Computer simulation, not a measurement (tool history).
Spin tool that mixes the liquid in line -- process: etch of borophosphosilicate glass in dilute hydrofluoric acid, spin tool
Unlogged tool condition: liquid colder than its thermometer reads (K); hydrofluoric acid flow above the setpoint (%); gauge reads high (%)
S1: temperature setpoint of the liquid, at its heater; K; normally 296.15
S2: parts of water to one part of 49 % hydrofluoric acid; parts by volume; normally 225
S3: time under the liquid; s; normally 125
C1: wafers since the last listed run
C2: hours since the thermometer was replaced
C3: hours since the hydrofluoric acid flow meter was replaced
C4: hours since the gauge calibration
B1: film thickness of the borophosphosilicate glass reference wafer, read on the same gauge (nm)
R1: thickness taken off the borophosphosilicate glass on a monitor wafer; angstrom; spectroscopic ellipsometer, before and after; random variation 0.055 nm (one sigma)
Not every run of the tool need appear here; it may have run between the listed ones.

| run | day | S1 | S2 | S3 | C1 | C2 | C3 | C4 | B1 | R1 |
|---|---|---|---|---|---|---|---|---|---|---|
| 1 | 0.000 | 296.15 | 225 | 125 | 0 | 1171.8 | 1694.2 | 664.9 | 40.59 | 118.2 |
| 2 | 0.788 | 296.15 | 225 | 125 | 179 | 1190.7 | 1713.1 | 683.8 | 40.62 | 116.8 |
| 3 | 2.225 | 296.15 | 225 | 125 | 328 | 1225.2 | 1747.6 | 718.3 | 40.72 | 117.7 |
| 4 | 3.438 | 299.15 | 225 | 125 | 276 | 1254.3 | 1776.7 | 747.4 | 40.71 | 131.8 |
| 5 | 4.150 | 299.15 | 225 | 125 | 162 | 1271.4 | 1793.8 | 764.5 | 40.78 | 132.9 |
| 6 | 5.117 | 299.15 | 225 | 125 | 220 | 1294.6 | 1817.0 | 787.7 | 40.73 | 131.7 |
| 7 | 6.404 | 294.15 | 225 | 80 | 293 | 1325.5 | 1847.9 | 818.6 | 40.79 | 69.7 |
| 8 | 7.421 | 294.15 | 225 | 80 | 232 | 1349.9 | 1872.3 | 843.0 | 40.82 | 70.1 |
| 9 | 8.212 | 294.15 | 225 | 80 | 180 | 1368.9 | 1891.3 | 862.0 | 40.86 | 70.1 |
| 10 | 9.667 | 296.15 | 150 | 170 | 332 | 1403.8 | 1926.2 | 896.9 | 40.85 | 261.2 |
|  | 10.508 | hydrofluoric acid flow meter replaced |
| 11 | 10.754 | 296.15 | 180 | 125 | 238 | 1429.9 | 5.9 | 923.0 | 40.90 | 155.8 |
| 12 | 11.329 | 292.15 | 180 | 75 | 131 | 1443.7 | 19.7 | 936.8 | 40.85 | 79.9 |
| 13 | 11.946 | 296.15 | 315 | 155 | 140 | 1458.5 | 34.5 | 951.6 | 40.93 | 95.3 |
| 14 | 12.912 | 296.15 | 225 | 125 | 220 | 1481.7 | 57.7 | 974.8 | 40.92 | 118.5 |
| 15 | 14.167 | 296.15 | 225 | 165 | 286 | 1511.8 | 87.8 | 1004.9 | 40.94 | 157.4 |
| 16 | 15.542 | 296.15 | 225 | 125 | 313 | 1544.8 | 120.8 | 1037.9 | 40.97 | 118.3 |
| 17 | 16.604 | 293.15 | 160 | 170 | 242 | 1570.3 | 146.3 | 1063.4 | 40.99 | 216.0 |
| 18 | 17.192 | 296.15 | 180 | 125 | 134 | 1584.4 | 160.4 | 1077.5 | 40.98 | 155.4 |
| 19 | 17.792 | 299.65 | 335 | 125 | 136 | 1598.8 | 174.8 | 1091.9 | 41.01 | 80.9 |
|  | 17.888 | thermometer replaced |
| 20 | 18.604 | 298.15 | 190 | 180 | 175 | 17.2 | 194.3 | 1111.4 | 41.04 | 227.3 |
| 21 | 20.012 | 296.15 | 180 | 55 | 321 | 51.0 | 228.1 | 1145.2 | 41.10 | 68.0 |
|  | 20.117 | gauge calibrated |
| 22 | 21.454 | 296.15 | 225 | 100 | 329 | 85.6 | 262.7 | 32.1 | 40.01 | 92.0 |
| 23 | 22.192 | 294.15 | 225 | 170 | 168 | 103.3 | 280.4 | 49.8 | 40.03 | 146.8 |
| 24 | 23.012 | 298.15 | 190 | 180 | 187 | 123.0 | 300.1 | 69.5 | 40.06 | 221.1 |
| 25 | 24.458 | 296.15 | 165 | 185 | 330 | 157.7 | 334.8 | 104.2 | 40.07 | 250.8 |
| 26 | 25.179 | 291.15 | 155 | 200 | 164 | 175.0 | 352.1 | 121.5 | 40.13 | 237.5 |
| 27 | 25.967 | 296.15 | 225 | 125 | 179 | 193.9 | 371.0 | 140.4 | 40.09 | 117.0 |
| 28 | 27.192 | 296.15 | 300 | 125 | 279 | 223.3 | 400.4 | 169.8 | 40.11 | 81.9 |
| 29 | 27.983 | 296.15 | 225 | 125 | 180 | 242.3 | 419.4 | 188.8 | 40.17 | 116.9 |
| 30 | 29.229 | 294.65 | 290 | 65 | 284 | 272.2 | 449.3 | 218.7 | 40.19 | 41.5 |
| 31 | 30.550 | 296.15 | 225 | 125 | 301 | 303.9 | 481.0 | 250.4 | 40.18 | 116.5 |
| 32 | 31.633 | 291.65 | 265 | 125 | 247 | 329.9 | 507.0 | 276.4 | 40.22 | 80.3 |

Hidden state, per run?
liquid colder than its thermometer reads (K): 0 on each run
hydrofluoric acid flow above the setpoint (%): 0 on each run
H1: gauge reads high (%)
| run | H1 |
|---|---|
| 1 | 1.65 |
| 2 | 1.69 |
| 3 | 1.76 |
| 4 | 1.82 |
| 5 | 1.86 |
| 6 | 1.91 |
| 7 | 1.97 |
| 8 | 2.02 |
| 9 | 2.06 |
| 10 | 2.13 |
| 11 | 2.18 |
| 12 | 2.21 |
| 13 | 2.24 |
| 14 | 2.29 |
| 15 | 2.35 |
| 16 | 2.42 |
| 17 | 2.47 |
| 18 | 2.5 |
| 19 | 2.53 |
| 20 | 2.57 |
| 21 | 2.64 |
| 22 | 0.0838 |
| 23 | 0.12 |
| 24 | 0.161 |
| 25 | 0.233 |
| 26 | 0.268 |
| 27 | 0.307 |
| 28 | 0.368 |
| 29 | 0.407 |
| 30 | 0.469 |
| 31 | 0.535 |
| 32 | 0.588 |

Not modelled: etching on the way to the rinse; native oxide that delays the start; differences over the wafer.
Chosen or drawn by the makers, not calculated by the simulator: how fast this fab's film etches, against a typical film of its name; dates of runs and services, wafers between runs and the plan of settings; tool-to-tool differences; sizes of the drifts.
